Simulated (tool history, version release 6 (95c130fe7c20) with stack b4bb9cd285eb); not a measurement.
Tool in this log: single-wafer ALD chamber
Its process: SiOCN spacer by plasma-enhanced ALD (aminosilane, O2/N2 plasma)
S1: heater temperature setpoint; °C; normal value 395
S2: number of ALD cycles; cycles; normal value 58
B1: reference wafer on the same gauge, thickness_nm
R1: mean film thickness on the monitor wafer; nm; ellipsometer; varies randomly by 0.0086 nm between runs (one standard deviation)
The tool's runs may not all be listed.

run,hour,S1,S2,B1,R1
1,0,405,54,2.621,2.881
2,84.1,395,58,2.619,3.141
3,187.9,400,51,2.621,2.758
4,261.1,400,51,2.615,2.768
5,351.2,395,54,2.616,2.935
6,452.5,395,54,2.614,2.929
7,505.6,395,58,2.61,3.15
8,569.8,395,58,2.611,3.146
9,712,395,58,2.612,3.133
10,749.2,395,58,2.611,3.148
11,797.4,395,58,2.606,3.147
12,837,395,58,2.607,3.131
13,933.8,395,58,2.61,3.142
14,1042.9,395,58,2.609,3.137
15,1196.2,395,58,2.606,3.136
16,1262.9,381,66,2.603,3.571
17,1315.2,388,52,2.604,2.814
18,1373.3,395,58,2.604,3.13
19,1473.3,383,64,2.603,3.457
20,1575.9,405,66,2.603,3.503
21,1635.6,395,68,2.604,3.67
22,1698.2,395,58,2.601,3.134
23,1795.7,395,65,2.605,3.5
# hour 1845.7: thermocouple changed; heater temperature recalibrated
# hour 1846.9: gauge calibrated
24,1890,388,50,2.641,2.741
25,2111,395,58,2.629,3.163
26,2194.5,395,58,2.628,3.164
27,2283.1,395,58,2.625,3.148
28,2377.5,402,51,2.616,2.75

Below are 4 alternative next runs, each starting from the tool's condition after run 28. Predict each:
A,2378,395,58,?,?
B,2378,405,58,?,?
C,2378,402,49,?,?
D,2378,385,58,?,?

run,B1,R1
A,2.618,3.145
B,2.618,3.085
C,2.618,2.633
D,2.618,3.145
Take away the tool's hidden state, keep each run's random variation, and the runs would have read:
run,R1
A,3.184
B,3.123
C,2.666
D,3.184

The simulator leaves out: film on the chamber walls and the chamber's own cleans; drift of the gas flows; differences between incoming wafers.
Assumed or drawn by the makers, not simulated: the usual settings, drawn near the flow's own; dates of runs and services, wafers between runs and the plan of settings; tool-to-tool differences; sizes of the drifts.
